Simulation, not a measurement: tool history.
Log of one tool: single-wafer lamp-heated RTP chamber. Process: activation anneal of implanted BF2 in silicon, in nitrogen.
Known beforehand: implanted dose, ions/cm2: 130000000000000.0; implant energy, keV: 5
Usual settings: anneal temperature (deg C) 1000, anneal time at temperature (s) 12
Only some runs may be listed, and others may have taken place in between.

run	hour	anneal temperature (deg C)	anneal time at temperature (s)	wafers since the last listed run	wafers since the last pyrometer calibration	wafers since the reflector plate was cleaned	hours since the gauge calibration	read-back reference wafer on the same gauge, sheet resistance	sheet resistance of the implanted and annealed layer (ohm/square)
1	0.0	1018	17	0	558	10998	434.1	1021.78	985.10
2	17.3	1018	17	361	920	11360	451.4	1022.74	983.34
3	40.7	1018	17	489	1410	11850	474.8	1020.98	984.34
4	53.1	1000	12	259	1669	12109	487.2	1022.15	1008.72
# hour 64.7: reflector plate cleaned
5	76.1	1000	12	313	1983	238	510.2	1021.34	1006.91
6	92.1	990	12	334	2318	573	526.2	1020.55	1014.44
7	112.9	990	12	435	2753	1008	547.0	1021.00	1018.72
8	145.2	990	12	675	3429	1684	579.3	1021.10	1017.94
9	172.5	1019	11	571	4000	2255	606.6	1021.17	993.28
10	192.1	1019	11	410	4410	2665	626.2	1020.44	998.88
11	225.8	1022	12	705	5115	3370	659.9	1021.78	990.53
12	249.7	1022	12	500	5615	3870	683.8	1020.39	989.98
13	282.0	1000	12	675	6291	4546	716.1	1022.31	1006.77
# hour 320.2: pyrometer window cleaned and pyrometer calibrated
14	320.7	1015	12	642	10	5189	754.8	1020.66	995.01
15	342.4	1000	9	454	464	5643	776.5	1020.17	1010.82
16	366.8	1011	12	510	974	6153	800.9	1020.93	996.42
# hour 369.2: gauge calibrated
17	387.6	991	19	435	1410	6588	18.4	1029.79	1011.46
18	449.7	972	12	1299	2709	7888	80.5	1028.24	1047.61
19	462.1	972	5	259	2968	8147	92.9	1028.85	1063.14
20	560.2	975	16	2052	5021	10200	191.0	1026.32	1033.10
# hour 593.3: pyrometer window cleaned and pyrometer calibrated
21	593.8	1000	12	535	10	10735	224.6	1027.07	1004.60
# hour 616.8: reflector plate cleaned
22	619.8	1000	12	376	387	61	250.6	1024.79	1012.81
23	638.4	1020	18	389	776	451	269.2	1024.81	983.57
24	664.4	1027	12	544	1320	995	295.2	1025.10	985.93
25	687.2	1013	12	477	1797	1472	318.0	1024.51	1001.69
26	699.8	1013	6	263	2061	1735	330.6	1024.99	1015.32
27	729.4	1000	12	619	2680	2355	360.2	1024.12	1010.35
28	763.0	1022	17	703	3383	3058	393.8	1023.21	978.69
29	775.8	1000	19	267	3651	3325	406.6	1023.35	991.46
30	808.1	1000	10	675	4327	4001	438.9	1024.10	1015.31
31	852.5	1000	6	928	5256	4930	483.3	1023.02	1031.16
32	885.6	973	12	692	5948	5623	516.4	1023.17	1036.84
33	904.9	974	12	403	6352	6027	535.7	1022.91	1033.81
# hour 927.4: pyrometer window cleaned and pyrometer calibrated
34	927.9	1000	18	313	10	6340	558.7	1021.59	996.03
35	935.6	974	12	161	171	6501	566.4	1022.58	1029.38
36	964.5	985	6	604	776	7106	595.3	1021.13	1042.28

What if the next run were any one of these 4? Each begins from the tool's condition after run 36:
A	964.9	1000	12	8	784	7115	595.7	?	?
B	964.9	979	6	8	784	7115	595.7	?	?
C	964.9	1000	14	8	784	7115	595.7	?	?
D	964.9	988	10	8	784	7115	595.7	?	?

run	read-back reference wafer on the same gauge, sheet resistance	sheet resistance of the implanted and annealed layer (ohm/square)
A	1023.07	1005.61
B	1023.07	1044.24
C	1023.07	1000.96
D	1023.07	1021.79
Had the tool no hidden state, the same runs would have come out as:
run	sheet resistance of the implanted and annealed layer (ohm/square)
A	1013.34
B	1052.27
C	1008.66
D	1029.65
